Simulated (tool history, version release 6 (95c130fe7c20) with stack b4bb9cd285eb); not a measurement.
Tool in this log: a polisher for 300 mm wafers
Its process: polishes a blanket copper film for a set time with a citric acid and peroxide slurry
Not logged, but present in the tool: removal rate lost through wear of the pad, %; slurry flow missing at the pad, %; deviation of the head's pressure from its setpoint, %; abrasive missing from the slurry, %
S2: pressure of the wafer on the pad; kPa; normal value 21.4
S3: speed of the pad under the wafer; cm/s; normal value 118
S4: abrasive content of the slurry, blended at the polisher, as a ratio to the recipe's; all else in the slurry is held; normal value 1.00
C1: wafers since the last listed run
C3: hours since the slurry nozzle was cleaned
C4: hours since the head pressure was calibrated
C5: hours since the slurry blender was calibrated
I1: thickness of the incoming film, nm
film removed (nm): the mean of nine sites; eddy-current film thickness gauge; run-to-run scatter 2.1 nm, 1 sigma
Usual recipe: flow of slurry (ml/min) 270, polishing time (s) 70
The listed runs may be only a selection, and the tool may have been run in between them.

{"run": 1, "hour": 0.0, "flow of slurry (ml/min)": 270, "S2": 21.4, "S3": 118, "S4": 1.0, "polishing time (s)": 70, "C1": 0, "wafers polished on this pad": 102, "C3": 222.7, "C4": 519.4, "C5": 467.2, "I1": 1179.9, "film removed (nm)": 193.7}
{"run": 2, "hour": 17.2, "flow of slurry (ml/min)": 270, "S2": 21.4, "S3": 130, "S4": 1.0, "polishing time (s)": 64, "C1": 233, "wafers polished on this pad": 335, "C3": 239.9, "C4": 536.6, "C5": 484.4, "I1": 1167.5, "film removed (nm)": 188.6}
{"run": 3, "hour": 25.5, "flow of slurry (ml/min)": 270, "S2": 21.4, "S3": 130, "S4": 1.0, "polishing time (s)": 64, "C1": 112, "wafers polished on this pad": 448, "C3": 248.2, "C4": 544.9, "C5": 492.7, "I1": 1180.5, "film removed (nm)": 183.5}
{"run": 4, "hour": 38.4, "flow of slurry (ml/min)": 270, "S2": 21.4, "S3": 118, "S4": 1.0, "polishing time (s)": 62, "C1": 174, "wafers polished on this pad": 622, "C3": 261.1, "C4": 557.8, "C5": 505.6, "I1": 1177.9, "film removed (nm)": 160.5}
{"run": 5, "hour": 46.5, "flow of slurry (ml/min)": 270, "S2": 21.4, "S3": 118, "S4": 1.0, "polishing time (s)": 62, "C1": 109, "wafers polished on this pad": 732, "C3": 269.2, "C4": 565.9, "C5": 513.7, "I1": 1167.5, "film removed (nm)": 161.3}
{"run": 6, "hour": 57.7, "flow of slurry (ml/min)": 270, "S2": 21.4, "S3": 118, "S4": 1.0, "polishing time (s)": 70, "C1": 151, "wafers polished on this pad": 884, "C3": 280.4, "C4": 577.1, "C5": 524.9, "I1": 1172.7, "film removed (nm)": 176.9}
{"hour": 65.3, "done": "slurry blender recalibrated"}
{"run": 7, "hour": 66.8, "flow of slurry (ml/min)": 270, "S2": 21.4, "S3": 118, "S4": 1.0, "polishing time (s)": 70, "C1": 96, "wafers polished on this pad": 980, "C3": 289.5, "C4": 586.2, "C5": 1.5, "I1": 1161.8, "film removed (nm)": 176.1}
{"hour": 69.9, "done": "slurry nozzle cleaned"}
{"hour": 73.6, "done": "worn pad replaced by a new one"}
{"hour": 81.0, "done": "head pressure recalibrated"}
{"run": 8, "hour": 84.1, "flow of slurry (ml/min)": 270, "S2": 21.4, "S3": 118, "S4": 1.0, "polishing time (s)": 70, "C1": 143, "wafers polished on this pad": 115, "C3": 14.2, "C4": 3.1, "C5": 18.8, "I1": 1157.9, "film removed (nm)": 193.9}
{"run": 9, "hour": 96.2, "flow of slurry (ml/min)": 300, "S2": 26.9, "S3": 158, "S4": 1.0, "polishing time (s)": 70, "C1": 163, "wafers polished on this pad": 279, "C3": 26.3, "C4": 15.2, "C5": 30.9, "I1": 1188.5, "film removed (nm)": 319.1}
{"run": 10, "hour": 109.6, "flow of slurry (ml/min)": 270, "S2": 21.4, "S3": 118, "S4": 1.0, "polishing time (s)": 70, "C1": 181, "wafers polished on this pad": 461, "C3": 39.7, "C4": 28.6, "C5": 44.3, "I1": 1170.9, "film removed (nm)": 183.8}
{"run": 11, "hour": 125.7, "flow of slurry (ml/min)": 270, "S2": 26.9, "S3": 88, "S4": 1.1, "polishing time (s)": 70, "C1": 218, "wafers polished on this pad": 679, "C3": 55.8, "C4": 44.7, "C5": 60.4, "I1": 1152.2, "film removed (nm)": 173.6}
{"run": 12, "hour": 135.5, "flow of slurry (ml/min)": 200, "S2": 23.4, "S3": 154, "S4": 1.0, "polishing time (s)": 58, "C1": 132, "wafers polished on this pad": 812, "C3": 65.6, "C4": 54.5, "C5": 70.2, "I1": 1166.9, "film removed (nm)": 207.5}
{"run": 13, "hour": 148.1, "flow of slurry (ml/min)": 235, "S2": 21.4, "S3": 118, "S4": 1.0, "polishing time (s)": 60, "C1": 170, "wafers polished on this pad": 983, "C3": 78.2, "C4": 67.1, "C5": 82.8, "I1": 1167.8, "film removed (nm)": 150.1}
{"hour": 152.3, "done": "worn pad replaced by a new one"}
{"run": 14, "hour": 159.0, "flow of slurry (ml/min)": 270, "S2": 21.4, "S3": 118, "S4": 1.0, "polishing time (s)": 70, "C1": 93, "wafers polished on this pad": 91, "C3": 89.1, "C4": 78.0, "C5": 93.7, "I1": 1171.6, "film removed (nm)": 198.6}
{"run": 15, "hour": 166.8, "flow of slurry (ml/min)": 245, "S2": 21.4, "S3": 88, "S4": 0.85, "polishing time (s)": 81, "C1": 105, "wafers polished on this pad": 196, "C3": 96.9, "C4": 85.8, "C5": 101.5, "I1": 1167.1, "film removed (nm)": 160.7}
{"run": 16, "hour": 175.3, "flow of slurry (ml/min)": 235, "S2": 21.4, "S3": 88, "S4": 0.85, "polishing time (s)": 81, "C1": 115, "wafers polished on this pad": 312, "C3": 105.4, "C4": 94.3, "C5": 110.0, "I1": 1157.3, "film removed (nm)": 158.0}
{"run": 17, "hour": 191.1, "flow of slurry (ml/min)": 270, "S2": 21.4, "S3": 118, "S4": 1.0, "polishing time (s)": 70, "C1": 214, "wafers polished on this pad": 526, "C3": 121.2, "C4": 110.1, "C5": 125.8, "I1": 1174.3, "film removed (nm)": 185.1}

Each row is a separate what-if for the run after 17, all from the same tool condition, not one after another. Results?
{"run": "A", "hour": 191.6, "flow of slurry (ml/min)": 325, "S2": 21.4, "S3": 118, "S4": 1.0, "polishing time (s)": 70, "C1": 6, "wafers polished on this pad": 533, "C3": 121.7, "C4": 110.6, "C5": 126.3, "I1": 1154.8, "film removed (nm)": "?"}
{"run": "B", "hour": 191.6, "flow of slurry (ml/min)": 295, "S2": 21.4, "S3": 118, "S4": 1.0, "polishing time (s)": 77, "C1": 6, "wafers polished on this pad": 533, "C3": 121.7, "C4": 110.6, "C5": 126.3, "I1": 1154.8, "film removed (nm)": "?"}
{"run": "C", "hour": 191.6, "flow of slurry (ml/min)": 360, "S2": 24.8, "S3": 118, "S4": 1.0, "polishing time (s)": 70, "C1": 6, "wafers polished on this pad": 533, "C3": 121.7, "C4": 110.6, "C5": 126.3, "I1": 1154.8, "film removed (nm)": "?"}

run=A film_removed_(nm)=187.8
run=B film_removed_(nm)=205.4
run=C film_removed_(nm)=218.8
Had the tool no hidden state, the same runs would have come out as:
run=A film_removed_(nm)=208.9
run=B film_removed_(nm)=228.5
run=C film_removed_(nm)=243.4
